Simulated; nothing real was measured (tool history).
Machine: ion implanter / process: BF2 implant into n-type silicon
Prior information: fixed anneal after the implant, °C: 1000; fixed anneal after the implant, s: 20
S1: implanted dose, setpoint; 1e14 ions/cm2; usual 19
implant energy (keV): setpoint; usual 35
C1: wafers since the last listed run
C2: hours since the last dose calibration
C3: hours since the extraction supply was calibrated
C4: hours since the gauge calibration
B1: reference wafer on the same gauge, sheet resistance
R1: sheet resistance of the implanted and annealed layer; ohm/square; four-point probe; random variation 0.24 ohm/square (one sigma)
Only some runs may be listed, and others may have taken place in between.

{"run": 1, "hour": 0.0, "S1": 19, "implant energy (keV)": 35, "C1": 0, "C2": 461.6, "C3": 2564.6, "C4": 771.1, "B1": 111.98, "R1": 124.76}
{"run": 2, "hour": 52.9, "S1": 19, "implant energy (keV)": 35, "C1": 1778, "C2": 514.5, "C3": 2617.5, "C4": 824, "B1": 111.93, "R1": 124.9}
{"run": 3, "hour": 122.8, "S1": 19, "implant energy (keV)": 35, "C1": 2350, "C2": 584.4, "C3": 2687.4, "C4": 893.9, "B1": 111.97, "R1": 125.21}
{"run": 4, "hour": 159.9, "S1": 19, "implant energy (keV)": 35, "C1": 1247, "C2": 621.5, "C3": 2724.5, "C4": 931, "B1": 111.96, "R1": 124.96}
{"run": 5, "hour": 188.7, "S1": 14.51, "implant energy (keV)": 40, "C1": 968, "C2": 650.3, "C3": 2753.3, "C4": 959.8, "B1": 111.99, "R1": 122.32}
{"run": 6, "hour": 214.7, "S1": 14.51, "implant energy (keV)": 40, "C1": 874, "C2": 676.3, "C3": 2779.3, "C4": 985.8, "B1": 111.95, "R1": 121.7}
{"run": 7, "hour": 282.7, "S1": 19, "implant energy (keV)": 35, "C1": 2286, "C2": 744.3, "C3": 2847.3, "C4": 1053.8, "B1": 111.91, "R1": 124.78}
{"run": 8, "hour": 312.9, "S1": 19, "implant energy (keV)": 35, "C1": 1015, "C2": 774.5, "C3": 2877.5, "C4": 1084, "B1": 111.92, "R1": 124.68}
{"run": 9, "hour": 448.3, "S1": 19, "implant energy (keV)": 35, "C1": 4553, "C2": 909.9, "C3": 3012.9, "C4": 1219.4, "B1": 111.99, "R1": 124.87}
{"run": 10, "hour": 494.0, "S1": 14.7, "implant energy (keV)": 35, "C1": 1536, "C2": 955.6, "C3": 3058.6, "C4": 1265.1, "B1": 112.1, "R1": 130.22}
{"run": 11, "hour": 545.1, "S1": 14.7, "implant energy (keV)": 35, "C1": 1718, "C2": 1006.7, "C3": 3109.7, "C4": 1316.2, "B1": 112.05, "R1": 129.46}
{"run": 12, "hour": 576.6, "S1": 19, "implant energy (keV)": 35, "C1": 1059, "C2": 1038.2, "C3": 3141.2, "C4": 1347.7, "B1": 112.03, "R1": 124.63}
{"run": 13, "hour": 625.8, "S1": 19, "implant energy (keV)": 35, "C1": 1654, "C2": 1087.4, "C3": 3190.4, "C4": 1396.9, "B1": 111.91, "R1": 124.3}
{"run": 14, "hour": 659.7, "S1": 19, "implant energy (keV)": 35, "C1": 1140, "C2": 1121.3, "C3": 3224.3, "C4": 1430.8, "B1": 112.05, "R1": 124.84}
{"run": 15, "hour": 692.7, "S1": 19, "implant energy (keV)": 35, "C1": 1109, "C2": 1154.3, "C3": 3257.3, "C4": 1463.8, "B1": 111.94, "R1": 124.51}
{"run": 16, "hour": 729.4, "S1": 19, "implant energy (keV)": 35, "C1": 1234, "C2": 1191, "C3": 3294, "C4": 1500.5, "B1": 112.05, "R1": 124.14}
{"run": 17, "hour": 893.6, "S1": 19, "implant energy (keV)": 35, "C1": 5521, "C2": 1355.2, "C3": 3458.2, "C4": 1664.7, "B1": 111.98, "R1": 124.49}
{"run": 18, "hour": 957.0, "S1": 19, "implant energy (keV)": 35, "C1": 2132, "C2": 1418.6, "C3": 3521.6, "C4": 1728.1, "B1": 111.99, "R1": 124.35}
{"hour": 999.6, "done": "extraction supply calibrated"}
{"run": 19, "hour": 1009.0, "S1": 19, "implant energy (keV)": 35, "C1": 1479, "C2": 1470.6, "C3": 9.4, "C4": 1780.1, "B1": 112.04, "R1": 126.66}
{"hour": 1019.1, "done": "Faraday cup replaced and dose calibrated"}
{"run": 20, "hour": 1087.1, "S1": 13.79, "implant energy (keV)": 47, "C1": 2357, "C2": 68, "C3": 87.5, "C4": 1858.2, "B1": 111.98, "R1": 116}
{"run": 21, "hour": 1148.0, "S1": 21.68, "implant energy (keV)": 32, "C1": 2048, "C2": 128.9, "C3": 148.4, "C4": 1919.1, "B1": 112.06, "R1": 130.89}
{"run": 22, "hour": 1186.2, "S1": 13.7, "implant energy (keV)": 26.5, "C1": 1284, "C2": 167.1, "C3": 186.6, "C4": 1957.3, "B1": 112.05, "R1": 151.9}

Expected results for the next run?
{"run": 23, "hour": 1224.6, "S1": 21.9, "implant energy (keV)": 26.5, "C1": 1291, "C2": 205.5, "C3": 225, "C4": 1995.7, "B1": "?", "R1": "?"}

{"run 23": {"B1": 112.09, "R1": 143.75}}
On a tool with no hidden condition, and with the same random variation, this run would have come out at R1 144.09 ohm/square.

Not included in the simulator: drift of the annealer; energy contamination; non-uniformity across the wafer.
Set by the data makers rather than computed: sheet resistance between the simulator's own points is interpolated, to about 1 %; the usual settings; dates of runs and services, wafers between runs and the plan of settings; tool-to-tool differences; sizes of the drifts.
